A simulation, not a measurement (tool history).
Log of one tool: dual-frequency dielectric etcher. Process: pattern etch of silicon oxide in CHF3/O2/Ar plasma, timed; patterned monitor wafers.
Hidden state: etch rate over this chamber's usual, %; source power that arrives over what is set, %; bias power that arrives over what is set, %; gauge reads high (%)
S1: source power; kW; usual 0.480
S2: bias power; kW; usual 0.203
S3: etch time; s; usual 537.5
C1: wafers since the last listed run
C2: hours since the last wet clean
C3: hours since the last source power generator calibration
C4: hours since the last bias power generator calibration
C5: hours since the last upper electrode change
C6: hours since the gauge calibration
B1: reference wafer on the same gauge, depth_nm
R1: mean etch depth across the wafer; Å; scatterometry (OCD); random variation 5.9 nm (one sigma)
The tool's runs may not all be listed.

Run 1, hour 0.0: usual settings; C1 0; C2 198.0; C3 3894.8; C4 3605.2; C5 1573.1; C6 641.9; B1 1138.4. Result: R1 11143 Å.
Run 2, hour 59.0: usual settings; C1 158; C2 257.0; C3 3953.8; C4 3664.2; C5 1632.1; C6 700.9; B1 1143.6. Result: R1 11070 Å.
Run 3, hour 96.4: usual settings; C1 100; C2 294.4; C3 3991.2; C4 3701.6; C5 1669.5; C6 738.3; B1 1142.3. Result: R1 11063 Å.
Run 4, hour 143.9: usual settings; C1 127; C2 341.9; C3 4038.7; C4 3749.1; C5 1717.0; C6 785.8; B1 1141.2. Result: R1 11218 Å.
Run 5, hour 188.0: usual settings but S1 0.570 kW, S3 477.0 s; C1 118; C2 386.0; C3 4082.8; C4 3793.2; C5 1761.1; C6 829.9; B1 1138.7. Result: R1 10340 Å.
At hour 218.8: source power generator calibrated.
Run 6, hour 228.2: usual settings but S1 0.570 kW, S3 477.0 s; C1 97; C2 426.2; C3 9.4; C4 3833.4; C5 1801.3; C6 870.1; B1 1139.6. Result: R1 10367 Å.
At hour 243.8: bias power generator calibrated.
At hour 260.2: wet clean of the chamber.
Run 7, hour 273.8: usual settings but S1 0.570 kW, S3 477.0 s; C1 67; C2 13.6; C3 55.0; C4 30.0; C5 1846.9; C6 915.7; B1 1141.9. Result: R1 10440 Å.
Run 8, hour 323.3: usual settings but S2 0.170 kW, S3 401.5 s; C1 132; C2 63.1; C3 104.5; C4 79.5; C5 1896.4; C6 965.2; B1 1137.9. Result: R1 7659 Å.
Run 9, hour 364.0: usual settings but S1 0.450 kW, S2 0.179 kW, S3 439.0 s; C1 109; C2 103.8; C3 145.2; C4 120.2; C5 1937.1; C6 1005.9; B1 1138.6. Result: R1 8372 Å.
Run 10, hour 435.2: usual settings but S1 0.380 kW, S2 0.233 kW, S3 688.5 s; C1 191; C2 175.0; C3 216.4; C4 191.4; C5 2008.3; C6 1077.1; B1 1138.4. Result: R1 14172 Å.
Run 11, hour 499.0: usual settings but S1 0.430 kW, S2 0.157 kW; C1 171; C2 238.8; C3 280.2; C4 255.2; C5 2072.1; C6 1140.9; B1 1137.3. Result: R1 9477 Å.
At hour 540.2: upper electrode replaced.
Run 12, hour 540.7: usual settings but S1 0.530 kW, S2 0.250 kW, S3 402.5 s; C1 47; C2 280.5; C3 321.9; C4 296.9; C5 0.5; C6 1182.6; B1 1141.2. Result: R1 9474 Å.
At hour 557.6: gauge calibrated.
Run 13, hour 575.3: usual settings; C1 92; C2 315.1; C3 356.5; C4 331.5; C5 35.1; C6 17.7; B1 1139.3. Result: R1 11125 Å.
Run 14, hour 602.9: usual settings but S1 0.590 kW, S2 0.247 kW, S3 583.5 s; C1 74; C2 342.7; C3 384.1; C4 359.1; C5 62.7; C6 45.3; B1 1139.5. Result: R1 14157 Å.
Run 15, hour 655.4: usual settings but S3 648.0 s; C1 141; C2 395.2; C3 436.6; C4 411.6; C5 115.2; C6 97.8; B1 1141.4. Result: R1 13395 Å.
Run 16, hour 687.6: usual settings but S1 0.360 kW, S2 0.183 kW, S3 423.0 s; C1 86; C2 427.4; C3 468.8; C4 443.8; C5 147.4; C6 130.0; B1 1141.4. Result: R1 7649 Å.
At hour 753.1: wet clean of the chamber.
Run 17, hour 753.6: usual settings; C1 112; C2 0.5; C3 534.8; C4 509.8; C5 213.4; C6 196.0; B1 1139.2. Result: R1 11242 Å.
Run 18, hour 770.9: usual settings but S1 0.390 kW, S2 0.222 kW, S3 447.5 s; C1 46; C2 17.8; C3 552.1; C4 527.1; C5 230.7; C6 213.3; B1 1138.7. Result: R1 9041 Å.
Run 19, hour 804.7: usual settings but S2 0.163 kW, S3 641.5 s; C1 90; C2 51.6; C3 585.9; C4 560.9; C5 264.5; C6 247.1; B1 1141.4. Result: R1 12139 Å.
Run 20, hour 830.1: usual settings but S1 0.550 kW, S3 690.5 s; C1 68; C2 77.0; C3 611.3; C4 586.3; C5 289.9; C6 272.5; B1 1139.4. Result: R1 14951 Å.
Run 21, hour 883.8: usual settings but S1 0.440 kW, S2 0.184 kW, S3 673.0 s; C1 144; C2 130.7; C3 665.0; C4 640.0; C5 343.6; C6 326.2; B1 1142.4. Result: R1 13008 Å.
Run 22, hour 915.3: usual settings; C1 84; C2 162.2; C3 696.5; C4 671.5; C5 375.1; C6 357.7; B1 1141.7. Result: R1 11116 Å.
Run 23, hour 982.3: usual settings but S2 0.247 kW; C1 179; C2 229.2; C3 763.5; C4 738.5; C5 442.1; C6 424.7; B1 1140.0. Result: R1 12171 Å.
Run 24, hour 1052.7: usual settings but S1 0.580 kW, S2 0.162 kW, S3 460.0 s; C1 189; C2 299.6; C3 833.9; C4 808.9; C5 512.5; C6 495.1; B1 1139.9. Result: R1 9125 Å.
Run 25, hour 1122.5: usual settings; C1 187; C2 369.4; C3 903.7; C4 878.7; C5 582.3; C6 564.9; B1 1139.5. Result: R1 11122 Å.
At hour 1184.3: wet clean of the chamber.
Run 26, hour 1184.8: usual settings but S1 0.390 kW, S3 619.0 s; C1 102; C2 0.5; C3 966.0; C4 941.0; C5 644.6; C6 627.2; B1 1137.5. Result: R1 11999 Å.
Run 27, hour 1314.5: usual settings; C1 348; C2 130.2; C3 1095.7; C4 1070.7; C5 774.3; C6 756.9; B1 1141.6. Result: R1 11167 Å.
Run 28, hour 1352.9: usual settings but S1 0.440 kW, S2 0.184 kW, S3 673.0 s; C1 103; C2 168.6; C3 1134.1; C4 1109.1; C5 812.7; C6 795.3; B1 1141.3. Result: R1 12963 Å.
Run 29, hour 1382.6: usual settings; C1 79; C2 198.3; C3 1163.8; C4 1138.8; C5 842.4; C6 825.0; B1 1139.5. Result: R1 11159 Å.

5 ways to go on from here, each from the tool as it stands after run 29. What would each give?
Run A, hour 1383.2: usual settings; C1 1; C2 198.9; C3 1164.4; C4 1139.4; C5 843.0; C6 825.6; B1 ?. Result: R1 ?.
Run B, hour 1383.2: usual settings but S2 0.233 kW, S3 670.5 s; C1 1; C2 198.9; C3 1164.4; C4 1139.4; C5 843.0; C6 825.6; B1 ?. Result: R1 ?.
Run C, hour 1383.2: usual settings but S3 628.5 s; C1 1; C2 198.9; C3 1164.4; C4 1139.4; C5 843.0; C6 825.6; B1 ?. Result: R1 ?.
Run D, hour 1383.2: usual settings but S1 0.560 kW, S2 0.183 kW, S3 379.0 s; C1 1; C2 198.9; C3 1164.4; C4 1139.4; C5 843.0; C6 825.6; B1 ?. Result: R1 ?.
Run E, hour 1383.2: usual settings but S1 0.410 kW, S2 0.229 kW; C1 1; C2 198.9; C3 1164.4; C4 1139.4; C5 843.0; C6 825.6; B1 ?. Result: R1 ?.

run      B1     R1
  A  1139.4  10985
  B  1139.4  14593
  C  1139.4  12844
  D  1139.4   7758
  E  1139.4  11060
Without the tool's hidden state the same runs would have given:
run     R1
  A  10985
  B  14593
  C  12844
  D   7758
  E  11060

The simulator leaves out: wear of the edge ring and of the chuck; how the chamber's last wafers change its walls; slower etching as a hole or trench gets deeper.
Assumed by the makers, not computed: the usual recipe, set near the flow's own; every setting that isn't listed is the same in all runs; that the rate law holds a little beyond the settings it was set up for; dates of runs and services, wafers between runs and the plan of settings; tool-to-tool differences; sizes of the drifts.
